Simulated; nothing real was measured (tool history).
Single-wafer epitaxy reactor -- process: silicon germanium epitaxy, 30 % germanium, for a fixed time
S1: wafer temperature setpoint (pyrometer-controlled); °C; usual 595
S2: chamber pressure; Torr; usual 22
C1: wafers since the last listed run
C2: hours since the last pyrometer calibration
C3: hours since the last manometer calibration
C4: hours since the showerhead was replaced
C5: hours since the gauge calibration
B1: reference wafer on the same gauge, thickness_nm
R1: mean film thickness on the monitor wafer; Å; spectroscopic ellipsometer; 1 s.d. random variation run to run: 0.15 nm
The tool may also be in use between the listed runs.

{"run": 1, "day": 0.0, "S1": 595, "S2": 22, "C1": 0, "C2": 1820.1, "C3": 2132.9, "C4": 3171.7, "C5": 528.7, "B1": 55.589, "R1": 551.06}
{"run": 2, "day": 1.462, "S1": 595, "S2": 22, "C1": 560, "C2": 1855.2, "C3": 2168, "C4": 3206.8, "C5": 563.8, "B1": 55.624, "R1": 548.84}
{"run": 3, "day": 3.575, "S1": 595, "S2": 18.8, "C1": 809, "C2": 1905.9, "C3": 2218.7, "C4": 3257.5, "C5": 614.5, "B1": 55.665, "R1": 496.84}
{"run": 4, "day": 5.638, "S1": 595, "S2": 18.8, "C1": 790, "C2": 1955.4, "C3": 2268.2, "C4": 3307, "C5": 664, "B1": 55.604, "R1": 497.23}
{"run": 5, "day": 8.462, "S1": 595, "S2": 18.8, "C1": 1083, "C2": 2023.2, "C3": 2336, "C4": 3374.8, "C5": 731.8, "B1": 55.598, "R1": 495.53}
{"run": 6, "day": 10.467, "S1": 595, "S2": 22, "C1": 768, "C2": 2071.3, "C3": 2384.1, "C4": 3422.9, "C5": 779.9, "B1": 55.593, "R1": 552.86}
{"run": 7, "day": 11.921, "S1": 595, "S2": 22, "C1": 557, "C2": 2106.2, "C3": 2419, "C4": 3457.8, "C5": 814.8, "B1": 55.578, "R1": 548.35}
{"run": 8, "day": 14.667, "S1": 595, "S2": 22, "C1": 1052, "C2": 2172.1, "C3": 2484.9, "C4": 3523.7, "C5": 880.7, "B1": 55.612, "R1": 551.99}
{"day": 15.85, "done": "gauge calibrated"}
{"run": 9, "day": 16.462, "S1": 595, "S2": 22, "C1": 688, "C2": 2215.2, "C3": 2528, "C4": 3566.8, "C5": 14.7, "B1": 55.635, "R1": 551.87}
{"day": 18.283, "done": "pyrometer calibrated"}
{"run": 10, "day": 18.304, "S1": 595, "S2": 19, "C1": 578, "C2": 0.5, "C3": 2572.2, "C4": 3611, "C5": 58.9, "B1": 55.623, "R1": 500.54}
{"run": 11, "day": 21.183, "S1": 583, "S2": 23.7, "C1": 1103, "C2": 69.6, "C3": 2641.3, "C4": 3680.1, "C5": 128, "B1": 55.646, "R1": 454.11}
{"day": 22.038, "done": "showerhead replaced"}
{"run": 12, "day": 22.571, "S1": 595, "S2": 22, "C1": 404, "C2": 102.9, "C3": 2674.6, "C4": 12.8, "C5": 161.3, "B1": 55.598, "R1": 548.78}
{"run": 13, "day": 23.654, "S1": 595, "S2": 19.4, "C1": 415, "C2": 128.9, "C3": 2700.6, "C4": 38.8, "C5": 187.3, "B1": 55.598, "R1": 508.47}
{"run": 14, "day": 25.333, "S1": 588, "S2": 24.5, "C1": 643, "C2": 169.2, "C3": 2740.9, "C4": 79.1, "C5": 227.6, "B1": 55.601, "R1": 514.49}
{"run": 15, "day": 27.775, "S1": 595, "S2": 22, "C1": 936, "C2": 227.8, "C3": 2799.5, "C4": 137.7, "C5": 286.2, "B1": 55.551, "R1": 551.42}
{"day": 29.612, "done": "capacitance manometer re-zeroed and calibrated"}
{"run": 16, "day": 29.938, "S1": 590, "S2": 25.8, "C1": 701, "C2": 279.7, "C3": 7.8, "C4": 189.6, "C5": 338.1, "B1": 55.585, "R1": 551.37}
{"run": 17, "day": 32.208, "S1": 595, "S2": 22, "C1": 870, "C2": 334.2, "C3": 62.3, "C4": 244.1, "C5": 392.6, "B1": 55.635, "R1": 550.32}
{"run": 18, "day": 34.442, "S1": 595, "S2": 18.8, "C1": 856, "C2": 387.8, "C3": 115.9, "C4": 297.7, "C5": 446.2, "B1": 55.612, "R1": 494.32}
{"run": 19, "day": 36.646, "S1": 600, "S2": 16.6, "C1": 845, "C2": 440.7, "C3": 168.8, "C4": 350.6, "C5": 499.1, "B1": 55.605, "R1": 499.67}
{"run": 20, "day": 38.008, "S1": 601, "S2": 24, "C1": 522, "C2": 473.4, "C3": 201.5, "C4": 383.3, "C5": 531.8, "B1": 55.61, "R1": 654.38}
{"run": 21, "day": 40.442, "S1": 608, "S2": 22, "C1": 932, "C2": 531.8, "C3": 259.9, "C4": 441.7, "C5": 590.2, "B1": 55.555, "R1": 703.95}

Forecast each of these 5 alternatives for the next run:
{"run": "A", "day": 40.458, "S1": 595, "S2": 20.4, "C1": 6, "C2": 532.2, "C3": 260.3, "C4": 442.1, "C5": 590.6, "B1": "?", "R1": "?"}
{"run": "B", "day": 40.458, "S1": 583, "S2": 17.9, "C1": 6, "C2": 532.2, "C3": 260.3, "C4": 442.1, "C5": 590.6, "B1": "?", "R1": "?"}
{"run": "C", "day": 40.458, "S1": 590, "S2": 18, "C1": 6, "C2": 532.2, "C3": 260.3, "C4": 442.1, "C5": 590.6, "B1": "?", "R1": "?"}
{"run": "D", "day": 40.458, "S1": 601, "S2": 27.3, "C1": 6, "C2": 532.2, "C3": 260.3, "C4": 442.1, "C5": 590.6, "B1": "?", "R1": "?"}
{"run": "E", "day": 40.458, "S1": 602, "S2": 16.6, "C1": 6, "C2": 532.2, "C3": 260.3, "C4": 442.1, "C5": 590.6, "B1": "?", "R1": "?"}

run=A B1=55.611 R1=523.49
run=B B1=55.611 R1=377.7
run=C B1=55.611 R1=435.95
run=D B1=55.611 R1=700.56
run=E B1=55.611 R1=518.96
Without the tool's unlogged condition, the same runs would have read:
run=A R1=523.49
run=B R1=377.7
run=C R1=435.95
run=D R1=700.56
run=E R1=518.96
